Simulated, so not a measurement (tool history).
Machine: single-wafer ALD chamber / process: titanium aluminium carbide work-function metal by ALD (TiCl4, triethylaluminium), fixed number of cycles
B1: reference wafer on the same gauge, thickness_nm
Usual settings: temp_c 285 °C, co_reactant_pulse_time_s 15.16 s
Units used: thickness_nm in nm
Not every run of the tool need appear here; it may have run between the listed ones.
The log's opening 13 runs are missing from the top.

run 14 hour=1172.9 | temp_c=280 co_reactant_pulse_time_s=10.57 | B1=2.318 | thickness_nm=1.875
run 15 hour=1260.6 | temp_c=297 co_reactant_pulse_time_s=19.17 | B1=2.321 | thickness_nm=2.104
run 16 hour=1310.3 | temp_c=295 co_reactant_pulse_time_s=18.42 | B1=2.321 | thickness_nm=2.085
run 17 hour=1354.2 | temp_c=285 co_reactant_pulse_time_s=15.16 | B1=2.320 | thickness_nm=1.965
run 18 hour=1400.0 | temp_c=285 co_reactant_pulse_time_s=19.03 | B1=2.321 | thickness_nm=1.971
run 19 hour=1458.0 | temp_c=299 co_reactant_pulse_time_s=15.16 | B1=2.324 | thickness_nm=2.110
run 20 hour=1533.1 | temp_c=285 co_reactant_pulse_time_s=15.16 | B1=2.321 | thickness_nm=1.959
run 21 hour=1601.6 | temp_c=290 co_reactant_pulse_time_s=19.33 | B1=2.319 | thickness_nm=2.039
run 22 hour=1646.7 | temp_c=285 co_reactant_pulse_time_s=15.16 | B1=2.323 | thickness_nm=1.975
run 23 hour=1701.3 | temp_c=296 co_reactant_pulse_time_s=17.24 | B1=2.322 | thickness_nm=2.087
-- hour=1730.7 thermocouple changed; heater temperature recalibrated
-- hour=1855.4 triethylaluminium bottle replaced
run 24 hour=1855.9 | temp_c=285 co_reactant_pulse_time_s=15.16 | B1=2.321 | thickness_nm=1.975
run 25 hour=1949.7 | temp_c=298 co_reactant_pulse_time_s=21.04 | B1=2.321 | thickness_nm=2.113

Run 26 is up next; what results do you expect?
run 26 hour=1992.5 | temp_c=285 co_reactant_pulse_time_s=15.16 | B1=? | thickness_nm=?

{"run 26": {"B1": 2.321, "thickness_nm": 1.971}}
Had the tool carried no hidden state, the very same run would have given thickness_nm 1.971 nm.
